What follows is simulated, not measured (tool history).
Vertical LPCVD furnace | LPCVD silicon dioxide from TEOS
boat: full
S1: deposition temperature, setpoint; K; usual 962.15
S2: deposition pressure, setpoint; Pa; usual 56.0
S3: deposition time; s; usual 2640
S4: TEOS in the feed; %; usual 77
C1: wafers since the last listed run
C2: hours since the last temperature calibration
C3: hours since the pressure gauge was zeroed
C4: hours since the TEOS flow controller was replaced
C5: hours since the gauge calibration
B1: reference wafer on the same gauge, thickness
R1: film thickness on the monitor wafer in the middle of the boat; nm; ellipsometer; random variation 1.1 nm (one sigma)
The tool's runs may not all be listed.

| run | hour | S1 | S2 | S3 | S4 | C1 | C2 | C3 | C4 | C5 | B1 | R1 |
|---|---|---|---|---|---|---|---|---|---|---|---|---|
| 1 | 0.0 | 962.15 | 56.0 | 2640 | 77 | 0 | 1245.8 | 274.3 | 1250.3 | 1718.2 | 254.10 | 288.43 |
| 2 | 52.9 | 962.15 | 56.0 | 2640 | 77 | 1190 | 1298.7 | 327.2 | 1303.2 | 1771.1 | 253.97 | 289.94 |
| 3 | 129.7 | 962.15 | 56.0 | 2640 | 77 | 1727 | 1375.5 | 404.0 | 1380.0 | 1847.9 | 253.77 | 285.08 |
| 4 | 216.0 | 962.15 | 56.0 | 2640 | 77 | 1941 | 1461.8 | 490.3 | 1466.3 | 1934.2 | 253.50 | 287.28 |
| 5 | 274.4 | 962.15 | 56.0 | 2640 | 77 | 1313 | 1520.2 | 548.7 | 1524.7 | 1992.6 | 254.16 | 289.37 |
| 6 | 377.9 | 962.15 | 56.0 | 2640 | 77 | 2328 | 1623.7 | 652.2 | 1628.2 | 2096.1 | 254.36 | 289.05 |
| 7 | 457.8 | 962.15 | 56.0 | 2640 | 77 | 1797 | 1703.6 | 732.1 | 1708.1 | 2176.0 | 253.78 | 289.85 |
| 8 | 507.9 | 962.15 | 56.0 | 2640 | 77 | 1127 | 1753.7 | 782.2 | 1758.2 | 2226.1 | 254.20 | 289.42 |
| 9 | 588.3 | 962.15 | 56.0 | 2640 | 77 | 1808 | 1834.1 | 862.6 | 1838.6 | 2306.5 | 254.57 | 286.76 |
| 10 | 788.0 | 962.15 | 56.0 | 2640 | 77 | 4493 | 2033.8 | 1062.3 | 2038.3 | 2506.2 | 254.46 | 287.32 |
| 11 | 869.5 | 962.15 | 56.0 | 2640 | 77 | 1833 | 2115.3 | 1143.8 | 2119.8 | 2587.7 | 253.82 | 288.77 |
| 12 | 930.9 | 962.15 | 56.0 | 2640 | 77 | 1381 | 2176.7 | 1205.2 | 2181.2 | 2649.1 | 253.78 | 288.19 |
| 13 | 987.4 | 966.15 | 65.3 | 2640 | 77 | 1271 | 2233.2 | 1261.7 | 2237.7 | 2705.6 | 254.29 | 340.89 |
| 14 | 1092.8 | 966.15 | 65.3 | 2640 | 77 | 2371 | 2338.6 | 1367.1 | 2343.1 | 2811.0 | 253.49 | 340.67 |
| 15 | 1131.7 | 966.15 | 65.3 | 2640 | 77 | 875 | 2377.5 | 1406.0 | 2382.0 | 2849.9 | 253.66 | 342.56 |
| 16 | 1189.0 | 962.15 | 56.0 | 2640 | 66 | 1289 | 2434.8 | 1463.3 | 2439.3 | 2907.2 | 254.29 | 265.82 |
|  | 1281.3 | gauge calibrated |
|  | 1309.3 | thermocouples replaced and temperature profile calibrated |
| 17 | 1309.8 | 972.15 | 56.0 | 2640 | 77 | 2177 | 0.5 | 1584.1 | 2560.1 | 28.5 | 254.38 | 364.76 |
| 18 | 1335.0 | 972.15 | 60.0 | 1920 | 89 | 566 | 25.7 | 1609.3 | 2585.3 | 53.7 | 254.21 | 295.97 |
|  | 1434.9 | TEOS flow controller replaced |
| 19 | 1495.9 | 962.15 | 56.0 | 2640 | 77 | 3080 | 186.6 | 1770.2 | 61.0 | 214.6 | 254.42 | 289.17 |
| 20 | 1561.6 | 962.15 | 56.0 | 2640 | 77 | 1478 | 252.3 | 1835.9 | 126.7 | 280.3 | 254.30 | 286.40 |

The next listed run, before its measurement:
| 21 | 1658.2 | 952.15 | 42.0 | 2640 | 87 | 2173 | 348.9 | 1932.5 | 223.3 | 376.9 | ? | ? |

B1: 254.33
R1: 207.63 nm
Without the tool's hidden state the same run would have given R1 207.63 nm.

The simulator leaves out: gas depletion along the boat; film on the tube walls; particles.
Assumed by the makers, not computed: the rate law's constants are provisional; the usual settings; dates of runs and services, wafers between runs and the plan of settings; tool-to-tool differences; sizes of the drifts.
